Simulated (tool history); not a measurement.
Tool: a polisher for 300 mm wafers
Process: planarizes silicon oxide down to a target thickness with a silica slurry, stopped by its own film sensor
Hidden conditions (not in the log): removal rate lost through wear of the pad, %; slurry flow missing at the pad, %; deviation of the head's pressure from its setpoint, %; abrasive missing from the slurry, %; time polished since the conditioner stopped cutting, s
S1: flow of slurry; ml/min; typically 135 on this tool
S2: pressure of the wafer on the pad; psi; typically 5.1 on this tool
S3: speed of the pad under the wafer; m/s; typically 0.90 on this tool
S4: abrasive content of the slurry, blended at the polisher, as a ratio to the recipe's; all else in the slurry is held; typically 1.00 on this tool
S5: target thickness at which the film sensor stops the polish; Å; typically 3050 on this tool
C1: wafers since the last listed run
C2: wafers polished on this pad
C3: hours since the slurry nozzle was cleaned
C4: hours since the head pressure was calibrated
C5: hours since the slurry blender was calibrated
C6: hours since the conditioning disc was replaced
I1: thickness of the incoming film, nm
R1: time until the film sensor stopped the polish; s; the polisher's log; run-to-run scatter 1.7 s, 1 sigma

run	hour	S1	S2	S3	S4	S5	C1	C2	C3	C4	C5	C6	I1	R1
1	0.0	120	5.1	0.90	1.00	2700	0	2529	287.0	78.0	405.9	487.9	607.6	109.5
# hour 4.0: conditioning disc replaced and pad reconditioned
# hour 61.7: slurry blender recalibrated
2	71.4	120	5.1	0.90	1.00	2700	736	3265	358.4	149.4	9.7	67.4	607.8	113.6
3	97.7	135	5.1	0.90	1.00	3050	287	3553	384.7	175.7	36.0	93.7	607.4	102.9
4	167.6	120	5.1	0.90	1.00	3050	763	4316	454.6	245.6	105.9	163.6	604.3	106.4
5	221.2	135	3.7	0.90	1.15	3050	585	4902	508.2	299.2	159.5	217.2	607.0	142.3
# hour 227.7: slurry nozzle cleaned
# hour 251.5: worn pad replaced by a new one
6	291.2	150	5.1	0.90	1.00	3590	710	433	63.5	369.2	229.5	287.2	599.1	73.4
7	320.4	120	5.1	0.90	1.00	3050	319	752	92.7	398.4	258.7	316.4	610.2	97.5
8	356.0	135	3.6	0.78	0.75	2580	388	1141	128.3	434.0	294.3	352.0	611.3	199.4
9	415.8	135	5.1	0.90	1.00	3050	653	1794	188.1	493.8	354.1	411.8	612.6	96.2
# hour 443.4: conditioning disc replaced and pad reconditioned
10	473.1	150	5.1	0.90	1.00	3050	604	2398	245.4	551.1	411.4	29.7	609.1	98.4
11	532.4	135	5.1	0.90	1.00	3050	647	3046	304.7	610.4	470.7	89.0	617.5	106.8
# hour 584.2: slurry blender recalibrated
12	589.1	135	6.6	0.90	1.00	3050	597	3644	361.4	667.1	4.9	145.7	601.5	78.5
13	656.1	135	6.5	1.12	0.85	2770	732	4376	428.4	734.1	71.9	212.7	601.7	80.9
# hour 685.6: worn pad replaced by a new one
# hour 688.4: slurry nozzle cleaned
14	693.7	180	6.4	1.14	1.00	3050	356	77	5.3	771.7	109.5	250.3	618.8	62.1
15	740.2	135	6.2	0.70	1.00	3050	508	585	51.8	818.2	156.0	296.8	618.2	100.4
16	796.4	135	5.9	0.90	1.00	3050	614	1199	108.0	874.4	212.2	353.0	619.7	85.6
# hour 844.2: conditioning disc replaced and pad reconditioned
# hour 847.8: head pressure recalibrated
17	863.2	135	5.1	0.90	1.00	3050	686	1886	174.8	15.4	279.0	19.0	609.1	100.6
18	965.7	135	5.1	0.90	1.00	3050	1119	3006	277.3	117.9	381.5	121.5	605.0	95.8
19	1018.4	135	4.1	1.04	1.00	3050	575	3581	330.0	170.6	434.2	174.2	611.7	116.6
# hour 1050.4: slurry blender recalibrated
20	1078.4	135	5.1	0.90	1.00	3050	633	4215	390.0	230.6	28.0	234.2	607.8	107.3
21	1105.8	135	5.1	0.90	1.25	2350	299	4514	417.4	258.0	55.4	261.6	620.8	124.0
# hour 1113.2: slurry nozzle cleaned
22	1151.2	150	5.1	0.90	1.00	3590	485	5000	38.0	303.4	100.8	307.0	610.4	89.8
# hour 1177.2: worn pad replaced by a new one
23	1178.2	165	5.1	0.90	1.00	3050	251	11	65.0	330.4	127.8	334.0	603.0	89.8
24	1205.1	110	5.1	0.64	1.00	2340	293	304	91.9	357.3	154.7	360.9	613.3	165.2
25	1237.5	135	5.1	0.90	1.00	3050	353	658	124.3	389.7	187.1	393.3	613.4	99.1
26	1301.6	115	5.1	1.04	1.30	3050	700	1359	188.4	453.8	251.2	457.4	605.1	79.3

Consider 3 possible next runs. They are alternatives, not a sequence: every one starts from the tool as it was left by run 26. What does each give?
A	1302.1	135	5.1	0.90	1.00	3490	5	1364	188.9	454.3	251.7	457.9	612.4	?
B	1302.1	135	4.6	0.90	1.00	3050	5	1364	188.9	454.3	251.7	457.9	612.4	?
C	1302.1	175	5.1	0.90	1.00	3050	5	1364	188.9	454.3	251.7	457.9	612.4	?

run	R1
A	83.7
B	108.4
C	94.3
With the hidden condition removed and each run's random variation left untouched, the same runs would have given:
run	R1
A	81.6
B	105.5
C	91.8

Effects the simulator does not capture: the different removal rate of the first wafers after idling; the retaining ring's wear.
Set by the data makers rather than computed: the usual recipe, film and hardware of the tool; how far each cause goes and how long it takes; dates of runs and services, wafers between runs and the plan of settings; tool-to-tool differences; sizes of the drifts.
